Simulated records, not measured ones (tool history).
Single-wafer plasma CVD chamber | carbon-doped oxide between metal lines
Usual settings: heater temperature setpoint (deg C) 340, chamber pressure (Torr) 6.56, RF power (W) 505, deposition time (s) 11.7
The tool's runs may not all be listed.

| run | hour | heater temperature setpoint (deg C) | chamber pressure (Torr) | RF power (W) | deposition time (s) | wafers since the last listed run | hours since the last thermocouple change | hours since the last RF generator calibration | hours since the last manometer calibration | hours since the showerhead was replaced | hours since the gauge calibration | read-back reference wafer on the same gauge, thickness_nm | mean film thickness on the monitor wafer (Å) |
|---|---|---|---|---|---|---|---|---|---|---|---|---|---|
| 1 | 0 | 340 | 6.56 | 505 | 11.7 | 0 | 969.1 | 813.6 | 591.4 | 5052.1 | 3077.6 | 73.527 | 670.04 |
| 2 | 73.9 | 340 | 6.56 | 465 | 11.7 | 2743 | 1043 | 887.5 | 665.3 | 5126 | 3151.5 | 73.464 | 636.25 |
| 3 | 180.1 | 340 | 6.56 | 465 | 11.7 | 3943 | 1149.2 | 993.7 | 771.5 | 5232.2 | 3257.7 | 73.562 | 638.18 |
| 4 | 218.9 | 340 | 6.56 | 465 | 11.7 | 1440 | 1188 | 1032.5 | 810.3 | 5271 | 3296.5 | 73.567 | 639.42 |
| 5 | 258.8 | 351 | 6.56 | 570 | 11.7 | 1481 | 1227.9 | 1072.4 | 850.2 | 5310.9 | 3336.4 | 73.57 | 691.32 |
|  | 280.5 | gauge calibrated |
| 6 | 353.7 | 351 | 6.56 | 570 | 11.7 | 3523 | 1322.8 | 1167.3 | 945.1 | 5405.8 | 73.2 | 73.446 | 688.58 |
|  | 370 | showerhead replaced |
| 7 | 398.1 | 350 | 6.56 | 505 | 11.7 | 1351 | 1367.2 | 1211.7 | 989.5 | 28.1 | 117.6 | 73.408 | 652.08 |
| 8 | 441.1 | 350 | 6.56 | 505 | 11.7 | 1596 | 1410.2 | 1254.7 | 1032.5 | 71.1 | 160.6 | 73.5 | 651.57 |
|  | 494.5 | capacitance manometer re-zeroed and calibrated |
| 9 | 503.3 | 350 | 6.56 | 505 | 11.7 | 2012 | 1472.4 | 1316.9 | 8.8 | 133.3 | 222.8 | 73.318 | 649.38 |
|  | 564.8 | thermocouple changed; heater temperature recalibrated |
| 10 | 610.8 | 340 | 6.56 | 505 | 11.7 | 3694 | 46 | 1424.4 | 116.3 | 240.8 | 330.3 | 73.438 | 654.53 |
| 11 | 683.7 | 334 | 7.68 | 505 | 12.3 | 2706 | 118.9 | 1497.3 | 189.2 | 313.7 | 403.2 | 73.526 | 710.28 |
| 12 | 784.8 | 340 | 6.11 | 505 | 11.7 | 3753 | 220 | 1598.4 | 290.3 | 414.8 | 504.3 | 73.598 | 651.67 |
| 13 | 845.8 | 340 | 5.68 | 410 | 11.7 | 2264 | 281 | 1659.4 | 351.3 | 475.8 | 565.3 | 73.426 | 569.37 |
| 14 | 935.9 | 340 | 6.56 | 505 | 11.7 | 3345 | 371.1 | 1749.5 | 441.4 | 565.9 | 655.4 | 73.586 | 659.1 |
| 15 | 983.9 | 340 | 7.75 | 505 | 11.7 | 1782 | 419.1 | 1797.5 | 489.4 | 613.9 | 703.4 | 73.536 | 673.51 |
|  | 1034 | RF generator calibrated |
| 16 | 1034.5 | 345 | 6.56 | 555 | 11.7 | 1581 | 469.7 | 0.5 | 540 | 664.5 | 754 | 73.456 | 704.28 |
| 17 | 1104.2 | 348 | 5.96 | 440 | 11.7 | 2587 | 539.4 | 70.2 | 609.7 | 734.2 | 823.7 | 73.523 | 606.55 |
| 18 | 1203.3 | 340 | 6.56 | 425 | 11.7 | 3679 | 638.5 | 169.3 | 708.8 | 833.3 | 922.8 | 73.466 | 613.87 |
| 19 | 1277.1 | 340 | 6.56 | 505 | 11.7 | 2740 | 712.3 | 243.1 | 782.6 | 907.1 | 996.6 | 73.392 | 675.19 |
| 20 | 1323.5 | 340 | 6.56 | 425 | 11.7 | 1722 | 758.7 | 289.5 | 829 | 953.5 | 1043 | 73.508 | 609.99 |
| 21 | 1414.4 | 340 | 5.51 | 425 | 11.7 | 3375 | 849.6 | 380.4 | 919.9 | 1044.4 | 1133.9 | 73.57 | 593.52 |
| 22 | 1455.9 | 347 | 7.71 | 505 | 11.7 | 1540 | 891.1 | 421.9 | 961.4 | 1085.9 | 1175.4 | 73.423 | 668.72 |
| 23 | 1494.4 | 340 | 6.56 | 435 | 9.7 | 1429 | 929.6 | 460.4 | 999.9 | 1124.4 | 1213.9 | 73.449 | 514.18 |
| 24 | 1543.1 | 329 | 5.39 | 580 | 13.2 | 1808 | 978.3 | 509.1 | 1048.6 | 1173.1 | 1262.6 | 73.553 | 812.5 |
| 25 | 1758 | 340 | 6.56 | 505 | 9.5 | 7979 | 1193.2 | 724 | 1263.5 | 1388 | 1477.5 | 73.49 | 542.46 |
| 26 | 1802.7 | 349 | 6.56 | 435 | 11.7 | 1659 | 1237.9 | 768.7 | 1308.2 | 1432.7 | 1522.2 | 73.481 | 603.51 |
|  | 1811.7 | capacitance manometer re-zeroed and calibrated |
| 27 | 1876.3 | 347 | 5.57 | 405 | 13 | 2435 | 1311.5 | 842.3 | 64.6 | 1506.3 | 1595.8 | 73.424 | 622.42 |
| 28 | 1983.9 | 349 | 4.92 | 455 | 11.7 | 3995 | 1419.1 | 949.9 | 172.2 | 1613.9 | 1703.4 | 73.618 | 580.06 |

The tool's hidden state at each run:
true pressure above the setpoint (%): 0 in every run
gauge reads high (%): 0 in every run
H1: wafer temperature above the value expected at the setpoint (K)
H2: delivered RF power above the setpoint (%)
| run | H1 | H2 |
|---|---|---|
| 1 | -6.29 | -3.87 |
| 2 | -6.42 | -4.04 |
| 3 | -6.57 | -4.26 |
| 4 | -6.62 | -4.33 |
| 5 | -6.67 | -4.4 |
| 6 | -6.76 | -4.55 |
| 7 | -6.8 | -4.62 |
| 8 | -6.84 | -4.67 |
| 9 | -6.88 | -4.75 |
| 10 | -0.307 | -4.87 |
| 11 | -1.07 | -4.94 |
| 12 | -1.97 | -5.03 |
| 13 | -2.44 | -5.08 |
| 14 | -3.02 | -5.14 |
| 15 | -3.3 | -5.17 |
| 16 | -3.56 | -0.29 |
| 17 | -3.88 | -0.812 |
| 18 | -4.27 | -1.47 |
| 19 | -4.51 | -1.9 |
| 20 | -4.65 | -2.15 |
| 21 | -4.88 | -2.6 |
| 22 | -4.97 | -2.78 |
| 23 | -5.05 | -2.94 |
| 24 | -5.15 | -3.13 |
| 25 | -5.47 | -3.84 |
| 26 | -5.52 | -3.96 |
| 27 | -5.59 | -4.15 |
| 28 | -5.69 | -4.38 |
